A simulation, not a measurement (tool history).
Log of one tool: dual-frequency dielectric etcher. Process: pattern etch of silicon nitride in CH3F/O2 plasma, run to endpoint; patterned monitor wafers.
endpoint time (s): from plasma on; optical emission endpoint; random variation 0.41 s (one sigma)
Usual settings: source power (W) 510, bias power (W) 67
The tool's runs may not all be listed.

run,hour,source power (W),bias power (W),"incoming incoming film thickness, nm",endpoint time (s)
1,0.0,510,67,84.5,91.1
2,7.5,510,67,84.2,91.2
3,20.6,510,67,84.1,90.4
4,27.1,510,67,84.5,91.1
5,33.4,510,67,84.0,90.6
6,39.9,510,67,83.7,90.2
7,54.0,510,67,84.9,91.1
8,65.9,510,67,84.4,90.6
9,75.0,510,67,82.9,89.0
10,87.2,510,67,84.4,90.0
11,102.2,510,67,83.9,89.8
12,113.8,510,67,83.3,88.8
13,124.5,510,67,83.7,90.0
14,132.6,510,60,84.1,92.0
15,142.2,510,60,84.0,92.1
16,156.1,510,67,84.6,90.5
17,170.5,510,67,84.2,89.7
18,176.5,510,56,84.6,93.9
# hour 196.2: source power generator calibrated
19,196.7,510,74,83.7,85.6
20,204.4,510,67,84.0,88.1
# hour 222.3: bias power generator calibrated
# hour 233.6: wet clean of the chamber
21,234.1,620,67,83.9,84.4
22,234.5,630,54,84.9,89.6
23,240.6,420,67,83.6,100.1
24,256.5,510,79,84.7,88.8
# hour 280.7: upper electrode replaced, of another model than before
25,281.2,550,71,83.3,85.2
26,281.6,400,84,84.1,111.4
27,287.6,570,79,84.5,81.9
28,294.6,510,67,83.8,91.7
29,308.6,440,53,83.8,108.8
30,324.2,590,67,83.5,81.2
31,340.2,460,81,83.6,96.0
32,355.9,400,81,84.5,112.4
33,372.7,630,52,83.2,80.7
34,388.0,420,67,84.4,109.3

Forecast each of these 4 alternatives for the next run:
A,388.5,510,67,84.1,?
B,388.5,570,67,84.1,?
C,388.5,510,54,84.1,?
D,388.5,610,67,84.1,?

run,endpoint time (s)
A,90.9
B,83.3
C,94.3
D,79.3
Without the tool's hidden state the same runs would have given:
run,endpoint time (s)
A,92.6
B,84.9
C,96.2
D,80.9
